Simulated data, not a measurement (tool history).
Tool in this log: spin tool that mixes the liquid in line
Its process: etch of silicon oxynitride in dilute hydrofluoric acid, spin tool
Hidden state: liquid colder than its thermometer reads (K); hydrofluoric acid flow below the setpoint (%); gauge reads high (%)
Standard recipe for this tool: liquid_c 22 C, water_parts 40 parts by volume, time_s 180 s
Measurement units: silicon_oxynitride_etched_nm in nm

run	hour	liquid_c	water_parts	time_s	wafers since the last listed run	hours since the thermometer was replaced	hours since the hydrofluoric acid flow meter was replaced	hours since the gauge calibration	read-back film thickness of the silicon oxynitride reference wafer, read on the same gauge (nm)	silicon_oxynitride_etched_nm
1	0	22	40	180	0	893	1061.7	1274.5	119.98	5.7
2	41.3	22	40	180	361	934.3	1103	1315.8	120.02	5.82
3	197.5	22	40	180	1367	1090.5	1259.2	1472	120	5.65
4	227.1	22	40	180	259	1120.1	1288.8	1501.6	120	5.71
5	277.6	22	40	180	442	1170.6	1339.3	1552.1	120.03	5.67
6	339.1	22	40	180	538	1232.1	1400.8	1613.6	120	5.74
7	397.5	22	40	180	511	1290.5	1459.2	1672	120.01	5.65
8	428.9	22	40	180	274	1321.9	1490.6	1703.4	120	5.59
9	468.5	18.5	40	180	346	1361.5	1530.2	1743	120	4.68
# hour 479.5: gauge calibrated
10	522.4	18.5	40	180	471	1415.4	1584.1	42.9	119.97	4.71
11	547.9	22	40	180	223	1440.9	1609.6	68.4	119.99	5.58
12	603.9	22	30	180	490	1496.9	1665.6	124.4	119.99	7.37
13	659	22	30	180	482	1552	1720.7	179.5	120	7.4
14	688	22	30	180	253	1581	1749.7	208.5	120	7.41
15	735	22	35	85	411	1628	1796.7	255.5	119.99	2.95
16	776.7	22	35	180	365	1669.7	1838.4	297.2	120	6.28
# hour 830.9: hydrofluoric acid flow meter replaced
17	848.3	18	35	180	618	1741.3	17.4	368.8	119.98	5.54
18	907.4	19.5	30	130	517	1800.4	76.5	427.9	120	5.01
19	972.4	26	20	260	568	1865.4	141.5	492.9	120.01	20.95
# hour 1013.6: thermometer replaced
20	1018.2	22	40	180	392	4.6	187.3	538.7	119.99	6.14
21	1050.5	18	30	180	282	36.9	219.6	571	120.02	6.67
22	1100.2	22	40	180	435	86.6	269.3	620.7	120.01	6.1
23	1138.9	17.5	55	270	338	125.3	308	659.4	120	5.25
24	1203.5	22	40	80	565	189.9	372.6	724	120	2.72
25	1272.7	18	45	235	605	259.1	441.8	793.2	120.01	5.7
26	1322.3	24.5	55	180	434	308.7	491.4	842.8	120.01	4.93
27	1377.1	25	20	180	479	363.5	546.2	897.6	119.99	14.04
28	1482	26.5	50	250	918	468.4	651.1	1002.5	119.99	8.19
29	1525.4	22	40	180	379	511.8	694.5	1045.9	119.99	5.92
30	1554.9	22	60	230	258	541.3	724	1075.4	119.99	4.97
31	1609.8	22	40	180	480	596.2	778.9	1130.3	119.99	5.83
32	1671.4	26	30	145	539	657.8	840.5	1191.9	120	7.81

Measured less the same run without the tool's hidden state. The same run-to-run variation is in both; the gauge's scatter may not be:
run	silicon_oxynitride_etched_nm
1	-0.43
2	-0.45
3	-0.51
4	-0.52
5	-0.54
6	-0.58
7	-0.59
8	-0.6
9	-0.51
10	-0.54
11	-0.64
12	-0.88
13	-0.91
14	-0.93
15	-0.39
16	-0.83
17	-0.25
18	-0.24
19	-1.07
20	-0.08
21	-0.12
22	-0.12
23	-0.11
24	-0.07
25	-0.18
26	-0.18
27	-0.52
28	-0.38
29	-0.29
30	-0.25
31	-0.32
32	-0.45
